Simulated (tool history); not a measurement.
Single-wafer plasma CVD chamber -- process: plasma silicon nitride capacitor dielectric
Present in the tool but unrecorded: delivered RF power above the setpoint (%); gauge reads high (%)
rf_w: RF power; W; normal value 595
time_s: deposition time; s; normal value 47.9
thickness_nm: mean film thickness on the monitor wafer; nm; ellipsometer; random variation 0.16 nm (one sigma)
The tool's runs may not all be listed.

| run | hour | rf_w | time_s | wafers since the last listed run | hours since the last RF generator calibration | hours since the showerhead was replaced | hours since the gauge calibration | read-back reference wafer on the same gauge, thickness_nm | thickness_nm |
|---|---|---|---|---|---|---|---|---|---|
| 1 | 0.0 | 595 | 47.9 | 0 | 926.6 | 5410.4 | 2942.9 | 89.515 | 75.006 |
| 2 | 103.8 | 540 | 53.7 | 2417 | 1030.4 | 5514.2 | 3046.7 | 89.522 | 81.613 |
| 3 | 204.2 | 540 | 53.7 | 2337 | 1130.8 | 5614.6 | 3147.1 | 89.415 | 81.847 |
| 4 | 284.0 | 595 | 47.9 | 1858 | 1210.6 | 5694.4 | 3226.9 | 89.514 | 74.682 |
| 5 | 338.7 | 595 | 47.9 | 1273 | 1265.3 | 5749.1 | 3281.6 | 89.421 | 74.623 |
| 6 | 382.9 | 595 | 47.9 | 1029 | 1309.5 | 5793.3 | 3325.8 | 89.500 | 74.388 |
| 7 | 432.6 | 595 | 47.9 | 1157 | 1359.2 | 5843.0 | 3375.5 | 89.445 | 74.229 |
| 8 | 675.6 | 595 | 47.9 | 5658 | 1602.2 | 6086.0 | 3618.5 | 89.562 | 74.214 |
|  | 744.2 | RF generator calibrated |
| 9 | 774.4 | 595 | 47.9 | 2114 | 30.2 | 6184.8 | 3717.3 | 89.502 | 75.640 |
| 10 | 817.2 | 555 | 47.9 | 996 | 73.0 | 6227.6 | 3760.1 | 89.541 | 74.043 |
|  | 843.6 | showerhead replaced |
| 11 | 906.5 | 595 | 47.9 | 1893 | 162.3 | 62.9 | 3849.4 | 89.505 | 75.060 |
| 12 | 996.1 | 595 | 47.9 | 2086 | 251.9 | 152.5 | 3939.0 | 89.425 | 75.564 |
| 13 | 1080.8 | 595 | 47.9 | 1972 | 336.6 | 237.2 | 4023.7 | 89.522 | 74.878 |
| 14 | 1180.1 | 595 | 47.9 | 2312 | 435.9 | 336.5 | 4123.0 | 89.574 | 75.346 |
| 15 | 1287.3 | 565 | 45.0 | 2496 | 543.1 | 443.7 | 4230.2 | 89.493 | 69.889 |
| 16 | 1343.3 | 595 | 47.9 | 1303 | 599.1 | 499.7 | 4286.2 | 89.573 | 74.997 |
| 17 | 1424.1 | 595 | 47.9 | 1881 | 679.9 | 580.5 | 4367.0 | 89.484 | 75.013 |
| 18 | 1506.8 | 595 | 43.2 | 1925 | 762.6 | 663.2 | 4449.7 | 89.516 | 67.711 |
| 19 | 1588.7 | 595 | 47.9 | 1907 | 844.5 | 745.1 | 4531.6 | 89.429 | 74.966 |
| 20 | 1635.6 | 680 | 55.8 | 1092 | 891.4 | 792.0 | 4578.5 | 89.489 | 90.337 |
| 21 | 1735.3 | 655 | 39.8 | 2321 | 991.1 | 891.7 | 4678.2 | 89.566 | 63.737 |
| 22 | 1830.9 | 495 | 55.0 | 2226 | 1086.7 | 987.3 | 4773.8 | 89.523 | 82.186 |
| 23 | 1918.4 | 670 | 51.2 | 2037 | 1174.2 | 1074.8 | 4861.3 | 89.408 | 81.952 |
|  | 1951.0 | gauge calibrated |
| 24 | 1970.2 | 655 | 39.4 | 1206 | 1226.0 | 1126.6 | 19.2 | 89.525 | 62.648 |
| 25 | 2026.5 | 535 | 52.6 | 1310 | 1282.3 | 1182.9 | 75.5 | 89.545 | 80.211 |
| 26 | 2119.0 | 595 | 57.4 | 2153 | 1374.8 | 1275.4 | 168.0 | 89.594 | 89.163 |
| 27 | 2155.9 | 595 | 57.5 | 859 | 1411.7 | 1312.3 | 204.9 | 89.544 | 89.513 |
| 28 | 2275.7 | 665 | 38.4 | 2789 | 1531.5 | 1432.1 | 324.7 | 89.493 | 61.324 |
| 29 | 2373.6 | 595 | 47.9 | 2279 | 1629.4 | 1530.0 | 422.6 | 89.534 | 74.256 |
| 30 | 2448.3 | 595 | 47.9 | 1739 | 1704.1 | 1604.7 | 497.3 | 89.424 | 74.179 |
|  | 2492.9 | RF generator calibrated |
| 31 | 2554.4 | 595 | 47.9 | 2284 | 61.5 | 1710.8 | 603.4 | 89.532 | 75.359 |
| 32 | 2650.2 | 595 | 53.3 | 2230 | 157.3 | 1806.6 | 699.2 | 89.552 | 84.203 |
| 33 | 2686.9 | 710 | 40.5 | 854 | 194.0 | 1843.3 | 735.9 | 89.501 | 66.566 |
| 34 | 2894.1 | 520 | 44.6 | 4824 | 401.2 | 2050.5 | 943.1 | 89.507 | 67.778 |
| 35 | 2959.6 | 545 | 52.3 | 1525 | 466.7 | 2116.0 | 1008.6 | 89.541 | 80.440 |
| 36 | 3043.2 | 595 | 56.4 | 1946 | 550.3 | 2199.6 | 1092.2 | 89.519 | 88.474 |
| 37 | 3142.5 | 550 | 44.4 | 2312 | 649.6 | 2298.9 | 1191.5 | 89.456 | 68.417 |
| 38 | 3233.3 | 540 | 43.3 | 2114 | 740.4 | 2389.7 | 1282.3 | 89.441 | 66.231 |
| 39 | 3275.0 | 515 | 54.6 | 970 | 782.1 | 2431.4 | 1324.0 | 89.469 | 82.433 |
| 40 | 3346.1 | 525 | 55.7 | 1655 | 853.2 | 2502.5 | 1395.1 | 89.545 | 84.503 |
| 41 | 3403.4 | 595 | 47.9 | 1334 | 910.5 | 2559.8 | 1452.4 | 89.468 | 74.756 |
| 42 | 3441.2 | 495 | 40.4 | 880 | 948.3 | 2597.6 | 1490.2 | 89.463 | 60.569 |
| 43 | 3518.4 | 490 | 47.9 | 1797 | 1025.5 | 2674.8 | 1567.4 | 89.494 | 71.755 |

What if the next run were any one of these 5? Each begins from the tool's condition after run 43:
| A | 3518.8 | 595 | 47.9 | 9 | 1025.9 | 2675.2 | 1567.8 | ? | ? |
| B | 3518.8 | 660 | 47.9 | 9 | 1025.9 | 2675.2 | 1567.8 | ? | ? |
| C | 3518.8 | 595 | 40.7 | 9 | 1025.9 | 2675.2 | 1567.8 | ? | ? |
| D | 3518.8 | 510 | 47.9 | 9 | 1025.9 | 2675.2 | 1567.8 | ? | ? |
| E | 3518.8 | 635 | 52.8 | 9 | 1025.9 | 2675.2 | 1567.8 | ? | ? |

| run | read-back reference wafer on the same gauge, thickness_nm | thickness_nm |
|---|---|---|
| A | 89.552 | 74.640 |
| B | 89.552 | 76.522 |
| C | 89.552 | 63.420 |
| D | 89.552 | 71.997 |
| E | 89.552 | 83.566 |
What these runs would have given with no unlogged condition in the tool:
| run | thickness_nm |
|---|---|
| A | 75.467 |
| B | 77.370 |
| C | 64.123 |
| D | 72.795 |
| E | 84.492 |
